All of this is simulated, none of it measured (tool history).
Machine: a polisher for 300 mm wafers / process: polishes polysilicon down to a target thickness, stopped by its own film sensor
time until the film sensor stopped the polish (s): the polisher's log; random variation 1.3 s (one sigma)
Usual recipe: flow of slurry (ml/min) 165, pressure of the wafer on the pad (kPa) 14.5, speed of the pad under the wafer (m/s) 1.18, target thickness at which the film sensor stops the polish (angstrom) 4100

run     day  flow of slurry (ml/min)  pressure of the wafer on the pad (kPa)  speed of the pad under the wafer (m/s)  target thickness at which the film sensor stops the polish (angstrom)  incoming thickness of the incoming film, nm  time until the film sensor stopped the polish (s)
  1       0                      165                                    14.5                                    1.18                                                                   4100                                        981.1                                               92.1
      1.371  -- worn pad replaced by a new one
  2   1.704                      165                                    14.5                                    1.18                                                                   4100                                        962.1                                               91.5
  3   3.567                      165                                    14.5                                    1.18                                                                   4100                                        982.9                                                 99
      4.688  -- slurry nozzle cleaned
      5.992  -- worn pad replaced by a new one
  4   6.296                      165                                    14.5                                    1.18                                                                   4100                                        960.5                                                 87
  5   8.154                      165                                    14.5                                    1.18                                                                   4100                                          966                                               87.1
  6   9.158                      165                                    14.5                                    1.18                                                                   4100                                        961.2                                                 89
       10.9  -- worn pad replaced by a new one
  7  11.933                      165                                    14.5                                    1.18                                                                   4100                                        966.8                                               93.1
  8  13.362                      165                                    14.5                                    0.84                                                                   2850                                        968.6                                              146.6
     15.596  -- worn pad replaced by a new one
  9  15.658                      165                                    17.9                                     1.3                                                                   4100                                        962.3                                               71.2
     16.917  -- slurry nozzle cleaned
 10  17.488                      225                                    14.5                                    1.18                                                                   4100                                        959.5                                               81.8
     18.867  -- head pressure recalibrated
 11  19.046                      165                                    14.5                                    1.18                                                                   4100                                        983.1                                               82.8
     21.404  -- worn pad replaced by a new one
 12  21.775                      220                                     9.7                                    1.04                                                                   5960                                        969.2                                               87.4
 13  24.533                      165                                    14.5                                    1.18                                                                   4100                                        967.5                                               86.9
 14  25.754                      165                                    14.5                                    1.34                                                                   4100                                        969.9                                               80.4

Here are 5 independent what-if runs from the current tool condition. What would each one return?
  A  25.771                      165                                    14.5                                    1.18                                                                   4100                                        982.3                                                  ?
  B  25.771                      120                                    13.1                                     1.3                                                                   2420                                        982.3                                                  ?
  C  25.771                      165                                    10.3                                    1.18                                                                   2740                                        982.3                                                  ?
  D  25.771                      165                                    16.5                                    1.18                                                                   5030                                        982.3                                                  ?
  E  25.771                      120                                    19.3                                    1.06                                                                   4970                                        982.3                                                  ?

run  time until the film sensor stopped the polish (s)
  A                                               88.7
  B                                                127
  C                                              153.7
  D                                                 65
  E                                               66.3
With no hidden state in the tool, these same runs would have given:
run  time until the film sensor stopped the polish (s)
  A                                               81.5
  B                                              115.4
  C                                              141.2
  D                                               59.7
  E                                               60.2
